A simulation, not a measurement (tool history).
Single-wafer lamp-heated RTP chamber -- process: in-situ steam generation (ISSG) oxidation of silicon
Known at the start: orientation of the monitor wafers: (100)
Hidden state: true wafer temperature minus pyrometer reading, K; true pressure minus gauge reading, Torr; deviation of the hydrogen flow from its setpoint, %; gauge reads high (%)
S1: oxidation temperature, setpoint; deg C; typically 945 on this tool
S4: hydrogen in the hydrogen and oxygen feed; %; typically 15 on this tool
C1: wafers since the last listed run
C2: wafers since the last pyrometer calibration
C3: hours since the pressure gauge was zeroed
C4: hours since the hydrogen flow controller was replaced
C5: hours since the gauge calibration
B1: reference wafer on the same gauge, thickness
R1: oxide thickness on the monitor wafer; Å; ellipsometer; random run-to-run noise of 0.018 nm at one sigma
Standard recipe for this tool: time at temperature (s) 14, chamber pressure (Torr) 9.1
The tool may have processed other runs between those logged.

run 1 day=0.000 | S1=945 time_at_temperature_(s)=14 chamber_pressure_(Torr)=9.1 S4=15 | C1=0 C2=1996 C3=3675.7 C4=3870.5 C5=1406.7 | B1=4.120 | R1=40.09
run 2 day=1.475 | S1=945 time_at_temperature_(s)=17 chamber_pressure_(Torr)=9.1 S4=15 | C1=478 C2=2474 C3=3711.1 C4=3905.9 C5=1442.1 | B1=4.118 | R1=42.91
run 3 day=3.200 | S1=945 time_at_temperature_(s)=17 chamber_pressure_(Torr)=9.1 S4=15 | C1=559 C2=3033 C3=3752.5 C4=3947.3 C5=1483.5 | B1=4.121 | R1=43.66
-- day=4.154 hydrogen flow controller replaced
run 4 day=5.496 | S1=945 time_at_temperature_(s)=14 chamber_pressure_(Torr)=9.1 S4=15 | C1=636 C2=3669 C3=3807.6 C4=32.2 C5=1538.6 | B1=4.124 | R1=40.10
run 5 day=7.038 | S1=945 time_at_temperature_(s)=14 chamber_pressure_(Torr)=9.1 S4=19 | C1=499 C2=4169 C3=3844.6 C4=69.2 C5=1575.6 | B1=4.120 | R1=42.34
run 6 day=8.296 | S1=945 time_at_temperature_(s)=18 chamber_pressure_(Torr)=9.1 S4=15 | C1=407 C2=4577 C3=3874.8 C4=99.4 C5=1605.8 | B1=4.120 | R1=44.58
-- day=9.946 pyrometer window cleaned and pyrometer calibrated, repeated, since the last time left the tool worse
run 7 day=11.238 | S1=945 time_at_temperature_(s)=18 chamber_pressure_(Torr)=9.1 S4=15 | C1=845 C2=419 C3=3945.4 C4=170.0 C5=1676.4 | B1=4.121 | R1=43.47
run 8 day=13.562 | S1=945 time_at_temperature_(s)=18 chamber_pressure_(Torr)=9.1 S4=15 | C1=753 C2=1172 C3=4001.2 C4=225.8 C5=1732.2 | B1=4.122 | R1=42.96
-- day=14.346 pressure gauge zeroed
run 9 day=15.042 | S1=945 time_at_temperature_(s)=14 chamber_pressure_(Torr)=10.0 S4=15 | C1=371 C2=1544 C3=16.7 C4=261.3 C5=1767.7 | B1=4.119 | R1=38.48
run 10 day=16.442 | S1=964 time_at_temperature_(s)=14 chamber_pressure_(Torr)=8.1 S4=15 | C1=453 C2=1997 C3=50.3 C4=294.9 C5=1801.3 | B1=4.120 | R1=41.42
run 11 day=18.962 | S1=945 time_at_temperature_(s)=14 chamber_pressure_(Torr)=9.1 S4=20 | C1=817 C2=2815 C3=110.8 C4=355.4 C5=1861.8 | B1=4.120 | R1=41.64
run 12 day=20.450 | S1=938 time_at_temperature_(s)=14 chamber_pressure_(Torr)=9.1 S4=15 | C1=482 C2=3297 C3=146.5 C4=391.1 C5=1897.5 | B1=4.121 | R1=38.24
run 13 day=21.838 | S1=945 time_at_temperature_(s)=14 chamber_pressure_(Torr)=8.1 S4=15 | C1=449 C2=3746 C3=179.8 C4=424.4 C5=1930.8 | B1=4.120 | R1=39.18
run 14 day=24.338 | S1=945 time_at_temperature_(s)=14 chamber_pressure_(Torr)=9.1 S4=15 | C1=810 C2=4557 C3=239.8 C4=484.4 C5=1990.8 | B1=4.123 | R1=38.93
run 15 day=26.767 | S1=945 time_at_temperature_(s)=14 chamber_pressure_(Torr)=9.1 S4=19 | C1=787 C2=5344 C3=298.1 C4=542.7 C5=2049.1 | B1=4.121 | R1=41.48
-- day=28.079 pyrometer window cleaned and pyrometer calibrated
-- day=28.754 gauge calibrated
run 16 day=28.908 | S1=931 time_at_temperature_(s)=10 chamber_pressure_(Torr)=10.2 S4=23 | C1=586 C2=268 C3=349.5 C4=594.1 C5=3.7 | B1=4.123 | R1=36.31
run 17 day=31.796 | S1=945 time_at_temperature_(s)=14 chamber_pressure_(Torr)=7.7 S4=11 | C1=935 C2=1204 C3=418.8 C4=663.4 C5=73.0 | B1=4.117 | R1=36.67
run 18 day=33.575 | S1=945 time_at_temperature_(s)=14 chamber_pressure_(Torr)=9.5 S4=20 | C1=576 C2=1780 C3=461.5 C4=706.1 C5=115.7 | B1=4.119 | R1=41.35
run 19 day=35.425 | S1=945 time_at_temperature_(s)=14 chamber_pressure_(Torr)=9.1 S4=15 | C1=599 C2=2380 C3=505.9 C4=750.5 C5=160.1 | B1=4.120 | R1=39.09
run 20 day=37.242 | S1=945 time_at_temperature_(s)=9 chamber_pressure_(Torr)=9.1 S4=21 | C1=588 C2=2969 C3=549.5 C4=794.1 C5=203.7 | B1=4.121 | R1=36.03
run 21 day=38.646 | S1=931 time_at_temperature_(s)=18 chamber_pressure_(Torr)=9.1 S4=15 | C1=455 C2=3424 C3=583.2 C4=827.8 C5=237.4 | B1=4.120 | R1=41.58
run 22 day=40.900 | S1=945 time_at_temperature_(s)=11 chamber_pressure_(Torr)=10.2 S4=15 | C1=730 C2=4155 C3=637.3 C4=881.9 C5=291.5 | B1=4.119 | R1=35.27
run 23 day=42.079 | S1=936 time_at_temperature_(s)=9 chamber_pressure_(Torr)=10.2 S4=15 | C1=382 C2=4537 C3=665.6 C4=910.2 C5=319.8 | B1=4.119 | R1=31.95
run 24 day=45.017 | S1=945 time_at_temperature_(s)=20 chamber_pressure_(Torr)=9.1 S4=15 | C1=952 C2=5489 C3=736.1 C4=980.7 C5=390.3 | B1=4.120 | R1=45.58
run 25 day=46.254 | S1=945 time_at_temperature_(s)=17 chamber_pressure_(Torr)=10.2 S4=22 | C1=401 C2=5890 C3=765.8 C4=1010.4 C5=420.0 | B1=4.121 | R1=45.26
-- day=47.146 pyrometer window cleaned and pyrometer calibrated
run 26 day=48.271 | S1=945 time_at_temperature_(s)=14 chamber_pressure_(Torr)=9.1 S4=15 | C1=545 C2=364 C3=814.2 C4=1058.8 C5=468.4 | B1=4.120 | R1=38.93
run 27 day=50.317 | S1=945 time_at_temperature_(s)=12 chamber_pressure_(Torr)=8.0 S4=24 | C1=663 C2=1027 C3=863.3 C4=1107.9 C5=517.5 | B1=4.121 | R1=41.56
run 28 day=51.371 | S1=945 time_at_temperature_(s)=16 chamber_pressure_(Torr)=9.7 S4=15 | C1=341 C2=1369 C3=888.6 C4=1133.2 C5=542.8 | B1=4.118 | R1=40.65
run 29 day=53.538 | S1=935 time_at_temperature_(s)=14 chamber_pressure_(Torr)=10.1 S4=24 | C1=702 C2=2071 C3=940.6 C4=1185.2 C5=594.8 | B1=4.119 | R1=41.34
run 30 day=55.812 | S1=945 time_at_temperature_(s)=14 chamber_pressure_(Torr)=8.5 S4=15 | C1=737 C2=2809 C3=995.2 C4=1239.8 C5=649.4 | B1=4.119 | R1=39.05
run 31 day=57.004 | S1=945 time_at_temperature_(s)=19 chamber_pressure_(Torr)=8.1 S4=20 | C1=386 C2=3195 C3=1023.8 C4=1268.4 C5=678.0 | B1=4.121 | R1=47.22
run 32 day=58.146 | S1=945 time_at_temperature_(s)=16 chamber_pressure_(Torr)=9.1 S4=15 | C1=370 C2=3565 C3=1051.2 C4=1295.8 C5=705.4 | B1=4.118 | R1=41.28

Selected run-to-run steps in R1, each split into two signed amounts: the part the tool would show with no hidden state at all (from settings, incoming material and random variation), and the remainder, which goes to the hidden state together with any gauge scatter not common to the measured and the hidden-state-free results:
Run 6 -> 7: pyrometer window cleaned and pyrometer calibrated, repeated, since the last time left the tool worse. R1 -1.11 Å: hidden state -1.50, all else +0.39.
Run 15 -> 16: S1 945 -> 931, time at temperature (s) 14 -> 10, chamber pressure (Torr) 9.1 -> 10.2, S4 19 -> 23, pyrometer window cleaned and pyrometer calibrated, gauge calibrated. R1 -5.17 Å: hidden state -0.36, all else -4.81.
Run 23 -> 24: S1 936 -> 945, time at temperature (s) 9 -> 20, chamber pressure (Torr) 10.2 -> 9.1. R1 +13.63 Å: hidden state +0.33, all else +13.30.
Run 25 -> 26: time at temperature (s) 17 -> 14, chamber pressure (Torr) 10.2 -> 9.1, S4 22 -> 15, pyrometer window cleaned and pyrometer calibrated. R1 -6.33 Å: hidden state -0.52, all else -5.81.
Run 30 -> 31: time at temperature (s) 14 -> 19, chamber pressure (Torr) 8.5 -> 8.1, S4 15 -> 20. R1 +8.17 Å: hidden state +0.07, all else +8.10.

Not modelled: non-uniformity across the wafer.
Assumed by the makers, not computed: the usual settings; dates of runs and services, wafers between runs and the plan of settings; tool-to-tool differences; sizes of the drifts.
